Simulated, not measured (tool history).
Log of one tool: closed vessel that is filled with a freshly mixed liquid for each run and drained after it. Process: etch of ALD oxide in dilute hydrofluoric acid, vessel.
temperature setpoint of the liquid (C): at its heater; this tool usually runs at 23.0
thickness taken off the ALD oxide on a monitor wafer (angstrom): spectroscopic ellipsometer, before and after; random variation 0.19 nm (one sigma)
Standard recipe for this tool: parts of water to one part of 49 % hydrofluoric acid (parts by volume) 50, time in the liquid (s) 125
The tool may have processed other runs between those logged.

run    hour  temperature setpoint of the liquid (C)  parts of water to one part of 49 % hydrofluoric acid (parts by volume)  time in the liquid (s)  read-back film thickness of the ALD oxide reference wafer, read on the same gauge (nm)  thickness taken off the ALD oxide on a monitor wafer (angstrom)
  1     0.0                                    23.0                                                                      50                     125                                                                                   79.97                                                            536.8
  2    50.2                                    23.0                                                                      50                     125                                                                                   80.00                                                            535.8
  3   117.0                                    23.0                                                                      50                     125                                                                                   80.00                                                            537.0
  4   209.2                                    23.0                                                                      50                     125                                                                                   79.98                                                            541.0
  5   272.6                                    23.0                                                                      50                     125                                                                                   80.02                                                            543.1
      347.5  -- thermometer replaced
  6   359.3                                    23.0                                                                      50                     125                                                                                   79.99                                                            532.0
  7   431.8                                    23.0                                                                      50                     100                                                                                   79.99                                                            423.3
  8   536.0                                    23.0                                                                      50                     125                                                                                   79.98                                                            535.9
  9   572.6                                    19.5                                                                      50                     125                                                                                   79.97                                                            462.8
 10   609.8                                    19.5                                                                      50                     125                                                                                   80.01                                                            464.2
 11   717.0                                    20.5                                                                      35                     125                                                                                   80.00                                                            714.8
 12   806.8                                    20.5                                                                      35                     125                                                                                   79.98                                                            718.1
 13   906.1                                    24.0                                                                      50                     125                                                                                   79.98                                                            568.5
 14   978.3                                    23.0                                                                      65                      90                                                                                   80.02                                                            298.7
 15  1056.9                                    28.0                                                                      50                     195                                                                                   80.00                                                           1047.1
     1071.9  -- thermometer replaced
 16  1108.3                                    18.5                                                                      70                      90                                                                                   79.99                                                            220.5
 17  1160.2                                    24.5                                                                      50                     125                                                                                   79.99                                                            568.7
     1225.9  -- hydrofluoric acid flow meter replaced
 18  1241.5                                    21.0                                                                      50                     155                                                                                   79.98                                                            610.4
 19  1303.3                                    21.0                                                                      50                     155                                                                                   80.00                                                            612.6
     1396.0  -- gauge calibrated
 20  1404.7                                    25.5                                                                      50                      60                                                                                   80.00                                                            285.3
 21  1450.2                                    23.0                                                                      50                     100                                                                                   80.01                                                            432.3
 22  1510.7                                    24.5                                                                      55                     125                                                                                   80.01                                                            521.7
 23  1605.7                                    18.5                                                                      25                     125                                                                                   80.00                                                            926.6
     1643.7  -- thermometer replaced
 24  1651.0                                    24.0                                                                      50                     125                                                                                   80.01                                                            555.9
 25  1700.8                                    23.0                                                                      50                      85                                                                                   79.99                                                            364.8
 26  2019.9                                    23.0                                                                      60                     125                                                                                   79.99                                                            446.5

Exercise: give the hidden state of the tool at every run:
hydrofluoric acid flow above the setpoint (%): 0 across all the runs
gauge reads high (%): 0 across all the runs
H1: liquid hotter than its thermometer reads (K)
run      H1
  1   0.271
  2    0.33
  3   0.408
  4   0.516
  5    0.59
  6  0.0562
  7   0.141
  8   0.263
  9   0.305
 10   0.349
 11   0.474
 12   0.579
 13   0.695
 14   0.779
 15   0.871
 16  0.0616
 17   0.122
 18   0.217
 19   0.289
 20   0.408
 21   0.461
 22   0.532
 23   0.643
 24  0.0273
 25  0.0855
 26   0.458

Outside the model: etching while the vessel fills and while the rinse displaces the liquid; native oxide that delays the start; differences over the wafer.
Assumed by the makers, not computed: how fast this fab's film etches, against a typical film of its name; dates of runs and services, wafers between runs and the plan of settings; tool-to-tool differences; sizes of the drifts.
